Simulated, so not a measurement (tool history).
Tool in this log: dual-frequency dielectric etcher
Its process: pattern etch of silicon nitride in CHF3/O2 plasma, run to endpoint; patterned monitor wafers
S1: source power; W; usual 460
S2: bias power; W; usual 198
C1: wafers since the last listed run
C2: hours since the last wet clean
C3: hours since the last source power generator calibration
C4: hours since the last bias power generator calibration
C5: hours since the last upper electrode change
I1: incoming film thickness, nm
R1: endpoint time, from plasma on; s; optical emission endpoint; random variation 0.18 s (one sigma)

Run 1, hour 0.0: usual settings but S1 490 W, S2 177 W; C1 0; C2 136.1; C3 4219.6; C4 2742.3; C5 3653.7; I1 63.2. Result: R1 41.5 s.
Run 2, hour 43.0: usual settings but S1 490 W, S2 177 W; C1 416; C2 179.1; C3 4262.6; C4 2785.3; C5 3696.7; I1 63.0. Result: R1 41.6 s.
Run 3, hour 96.0: usual settings but S1 490 W, S2 177 W; C1 513; C2 232.1; C3 4315.6; C4 2838.3; C5 3749.7; I1 63.6. Result: R1 41.2 s.
Run 4, hour 164.6: usual settings; C1 664; C2 300.7; C3 4384.2; C4 2906.9; C5 3818.3; I1 62.8. Result: R1 40.3 s.
Run 5, hour 208.7: usual settings; C1 427; C2 344.8; C3 4428.3; C4 2951.0; C5 3862.4; I1 62.9. Result: R1 40.2 s.
Run 6, hour 257.9: usual settings; C1 476; C2 394.0; C3 4477.5; C4 3000.2; C5 3911.6; I1 62.8. Result: R1 39.8 s.
Run 7, hour 327.2: usual settings; C1 671; C2 463.3; C3 4546.8; C4 3069.5; C5 3980.9; I1 63.4. Result: R1 40.2 s.
Run 8, hour 360.2: usual settings; C1 319; C2 496.3; C3 4579.8; C4 3102.5; C5 4013.9; I1 62.5. Result: R1 39.4 s.
At hour 385.0: source power generator calibrated.
Run 9, hour 411.3: usual settings; C1 456; C2 547.4; C3 26.3; C4 3153.6; C5 4065.0; I1 62.8. Result: R1 39.6 s.
Run 10, hour 435.6: usual settings but S1 400 W; C1 235; C2 571.7; C3 50.6; C4 3177.9; C5 4089.3; I1 63.3. Result: R1 42.8 s.
Run 11, hour 496.2: usual settings but S2 221 W; C1 587; C2 632.3; C3 111.2; C4 3238.5; C5 4149.9; I1 63.3. Result: R1 37.9 s.
At hour 541.6: wet clean of the chamber.
Run 12, hour 564.4: usual settings but S1 370 W, S2 170 W; C1 428; C2 22.8; C3 179.4; C4 3306.7; C5 4218.1; I1 62.8. Result: R1 48.3 s.
Run 13, hour 622.4: usual settings but S1 360 W, S2 172 W; C1 561; C2 80.8; C3 237.4; C4 3364.7; C5 4276.1; I1 62.6. Result: R1 48.5 s.
Run 14, hour 678.2: usual settings but S1 490 W, S2 181 W; C1 540; C2 136.6; C3 293.2; C4 3420.5; C5 4331.9; I1 62.9. Result: R1 41.0 s.
At hour 704.9: bias power generator calibrated.
At hour 762.7: upper electrode replaced, of another model than before.
Run 15, hour 763.2: usual settings but S1 420 W, S2 158 W; C1 552; C2 221.6; C3 378.2; C4 58.3; C5 0.5; I1 62.9. Result: R1 43.7 s.
Run 16, hour 808.3: usual settings but S1 420 W, S2 158 W; C1 436; C2 266.7; C3 423.3; C4 103.4; C5 45.6; I1 62.9. Result: R1 43.5 s.
Run 17, hour 876.7: usual settings but S1 370 W, S2 170 W; C1 662; C2 335.1; C3 491.7; C4 171.8; C5 114.0; I1 63.9. Result: R1 45.0 s.
Run 18, hour 928.5: usual settings but S1 560 W, S2 165 W; C1 501; C2 386.9; C3 543.5; C4 223.6; C5 165.8; I1 63.1. Result: R1 39.6 s.
Run 19, hour 953.2: usual settings but S2 212 W; C1 239; C2 411.6; C3 568.2; C4 248.3; C5 190.5; I1 63.1. Result: R1 39.6 s.
Run 20, hour 996.3: usual settings but S1 490 W, S2 177 W; C1 417; C2 454.7; C3 611.3; C4 291.4; C5 233.6; I1 62.7. Result: R1 39.7 s.
Run 21, hour 1035.7: usual settings but S2 176 W; C1 381; C2 494.1; C3 650.7; C4 330.8; C5 273.0; I1 63.2. Result: R1 40.7 s.
Run 22, hour 1076.4: usual settings but S1 490 W; C1 394; C2 534.8; C3 691.4; C4 371.5; C5 313.7; I1 63.0. Result: R1 38.8 s.

Hidden state, per run?
source power that arrives over what is set, %: 0 on each run
bias power that arrives over what is set, %: 0 on each run
H1: etch rate over this chamber's usual, %
run        H1
  1     0.957
  2      1.31
  3      1.74
  4      2.31
  5      2.67
  6      3.07
  7      3.64
  8      3.91
  9      4.33
 10      4.53
 11      5.02
 12  -0.00755
 13     0.468
 14     0.925
 15      1.62
 16      1.99
 17      2.55
 18      2.98
 19      3.18
 20      3.53
 21      3.85
 22      4.19
